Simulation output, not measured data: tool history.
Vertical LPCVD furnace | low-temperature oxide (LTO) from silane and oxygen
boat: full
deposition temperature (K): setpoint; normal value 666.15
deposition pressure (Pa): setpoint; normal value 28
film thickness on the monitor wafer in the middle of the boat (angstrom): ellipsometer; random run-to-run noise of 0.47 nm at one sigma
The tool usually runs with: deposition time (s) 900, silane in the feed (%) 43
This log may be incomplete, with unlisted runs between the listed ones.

| run | hour | deposition temperature (K) | deposition pressure (Pa) | deposition time (s) | silane in the feed (%) | read-back reference wafer on the same gauge, thickness | film thickness on the monitor wafer in the middle of the boat (angstrom) |
|---|---|---|---|---|---|---|---|
| 1 | 0 | 666.15 | 28 | 900 | 43 | 113 | 1318 |
| 2 | 25.5 | 666.15 | 28 | 900 | 43 | 113.05 | 1328.8 |
| 3 | 86.2 | 666.15 | 28 | 900 | 43 | 112.98 | 1323.7 |
| 4 | 156 | 672.15 | 28 | 900 | 43 | 113.02 | 1422.7 |
| 5 | 184.5 | 672.15 | 28 | 900 | 43 | 113.08 | 1420.8 |
| 6 | 241.7 | 666.15 | 28 | 900 | 43 | 112.98 | 1318.9 |
| 7 | 294 | 666.15 | 28 | 900 | 43 | 112.99 | 1320 |
| 8 | 327.5 | 666.15 | 28 | 900 | 43 | 113.07 | 1333.3 |
| 9 | 364.1 | 661.15 | 28 | 720 | 43 | 112.98 | 1001.6 |
|  | 412.4 | pressure gauge zeroed |
| 10 | 433.5 | 666.15 | 28 | 810 | 43 | 112.99 | 1134.1 |
| 11 | 497.6 | 666.15 | 28 | 810 | 43 | 113.02 | 1138.7 |
| 12 | 565.1 | 666.15 | 28 | 1140 | 43 | 113.01 | 1609 |
|  | 624.6 | silane flow controller replaced |
| 13 | 625.1 | 675.15 | 23.3 | 720 | 50 | 113.03 | 1044.5 |
| 14 | 651.7 | 656.15 | 28 | 900 | 43 | 112.97 | 1098.5 |
| 15 | 710.1 | 662.15 | 32 | 780 | 43 | 112.98 | 1169.5 |
| 16 | 747.1 | 666.15 | 28 | 900 | 43 | 112.98 | 1230.4 |
|  | 777.7 | gauge calibrated |
| 17 | 814.2 | 666.15 | 23.3 | 1050 | 47 | 113.01 | 1322.2 |
| 18 | 956.2 | 673.15 | 30 | 900 | 47 | 112.95 | 1572.1 |
| 19 | 992 | 666.15 | 28 | 1140 | 43 | 112.97 | 1568.2 |
| 20 | 1050.6 | 672.15 | 28 | 900 | 43 | 113 | 1336 |
| 21 | 1100.3 | 666.15 | 28 | 900 | 43 | 112.97 | 1250.2 |
|  | 1129.7 | thermocouples replaced and temperature profile calibrated |
| 22 | 1173.7 | 666.15 | 28 | 900 | 43 | 113.05 | 1243.3 |
| 23 | 1209.2 | 659.15 | 23.3 | 570 | 45 | 112.92 | 640.1 |
| 24 | 1234.2 | 656.15 | 31.3 | 900 | 43 | 113.03 | 1247.9 |
| 25 | 1294.9 | 666.15 | 28 | 900 | 43 | 112.97 | 1260.5 |
| 26 | 1347.1 | 666.15 | 25.3 | 900 | 36 | 113.11 | 920.1 |
| 27 | 1442.2 | 660.15 | 28 | 900 | 43 | 113.04 | 1180.2 |
| 28 | 1500.2 | 673.15 | 33.3 | 900 | 40 | 113.07 | 1498.5 |
| 29 | 1546.7 | 672.15 | 30 | 1170 | 39 | 113 | 1686.6 |
| 30 | 1578.6 | 666.15 | 28 | 900 | 43 | 112.98 | 1267.9 |
| 31 | 1640.2 | 660.15 | 25.3 | 900 | 43 | 113.01 | 1083.5 |
| 32 | 1667.4 | 658.15 | 21.3 | 570 | 49 | 112.98 | 646.2 |

List, for all runs, the conditions of the tool that the log does not record:
true tube temperature minus thermocouple reading, K: 0, the same for each run
gauge reads high (%): 0, the same for each run
H1: true pressure minus gauge reading, mTorr
H2: deviation of the silane flow from its setpoint, %
| run | H1 | H2 |
|---|---|---|
| 1 | 9.52 | 5.63 |
| 2 | 9.61 | 5.63 |
| 3 | 9.82 | 5.65 |
| 4 | 10.1 | 5.66 |
| 5 | 10.2 | 5.67 |
| 6 | 10.4 | 5.68 |
| 7 | 10.6 | 5.69 |
| 8 | 10.7 | 5.7 |
| 9 | 10.8 | 5.71 |
| 10 | 0.226 | 5.72 |
| 11 | 0.454 | 5.73 |
| 12 | 0.693 | 5.74 |
| 13 | 0.906 | -0.0667 |
| 14 | 1 | 0.0339 |
| 15 | 1.21 | 0.249 |
| 16 | 1.34 | 0.382 |
| 17 | 1.58 | 0.615 |
| 18 | 2.08 | 1.08 |
| 19 | 2.21 | 1.19 |
| 20 | 2.42 | 1.36 |
| 21 | 2.59 | 1.51 |
| 22 | 2.85 | 1.71 |
| 23 | 2.98 | 1.81 |
| 24 | 3.07 | 1.88 |
| 25 | 3.28 | 2.03 |
| 26 | 3.47 | 2.16 |
| 27 | 3.8 | 2.39 |
| 28 | 4.01 | 2.53 |
| 29 | 4.18 | 2.63 |
| 30 | 4.29 | 2.7 |
| 31 | 4.51 | 2.83 |
| 32 | 4.6 | 2.88 |
